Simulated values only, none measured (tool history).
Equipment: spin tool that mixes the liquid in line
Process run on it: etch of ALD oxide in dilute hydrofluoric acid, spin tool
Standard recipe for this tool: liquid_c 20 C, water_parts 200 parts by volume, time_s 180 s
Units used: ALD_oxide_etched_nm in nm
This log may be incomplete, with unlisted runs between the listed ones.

run	hour	liquid_c	water_parts	time_s	read-back film thickness of the ALD oxide reference wafer, read on the same gauge (nm)	ALD_oxide_etched_nm
1	0	23	200	180	50.02	12.93
2	92.6	20	200	180	49.99	11.46
3	144	20	200	180	50.03	11.56
4	227.2	20	200	130	50	8.27
5	267.8	20	200	130	50	8.26
6	328.8	20	200	130	50.03	8.28
7	403.4	20	235	180	49.98	9.3
8	479.9	20	200	105	50.02	6.66
9	581.2	20	200	105	50.01	6.62
# hour 629.8: hydrofluoric acid flow meter replaced
10	640.3	20	240	80	49.98	4.25
11	732.7	20	150	240	49.99	22.28
12	797.5	17	110	285	50	33.15
# hour 846: thermometer replaced
# hour 867.2: gauge calibrated
13	884.7	17	295	235	50.04	8.57
14	989.8	20	200	135	49.99	8.83
15	1033.6	20	200	230	50.01	15.06
16	1130.2	20	200	180	49.96	11.68
17	1170.7	20	200	275	50	17.95
18	1269	17	175	240	49.99	16.29

Branching from run 18: 3 alternative next runs. What would each branch give?
A	1269.5	20	120	180	?	?
B	1269.5	23.5	250	145	?	?
C	1269.5	18	245	230	?	?

run	read-back film thickness of the ALD oxide reference wafer, read on the same gauge (nm)	ALD_oxide_etched_nm
A	50.03	21.13
B	50.03	8.13
C	50.03	10.78
Take away the tool's hidden state, keep each run's random variation, and the runs would have read:
run	ALD_oxide_etched_nm
A	21.79
B	8.41
C	11.15

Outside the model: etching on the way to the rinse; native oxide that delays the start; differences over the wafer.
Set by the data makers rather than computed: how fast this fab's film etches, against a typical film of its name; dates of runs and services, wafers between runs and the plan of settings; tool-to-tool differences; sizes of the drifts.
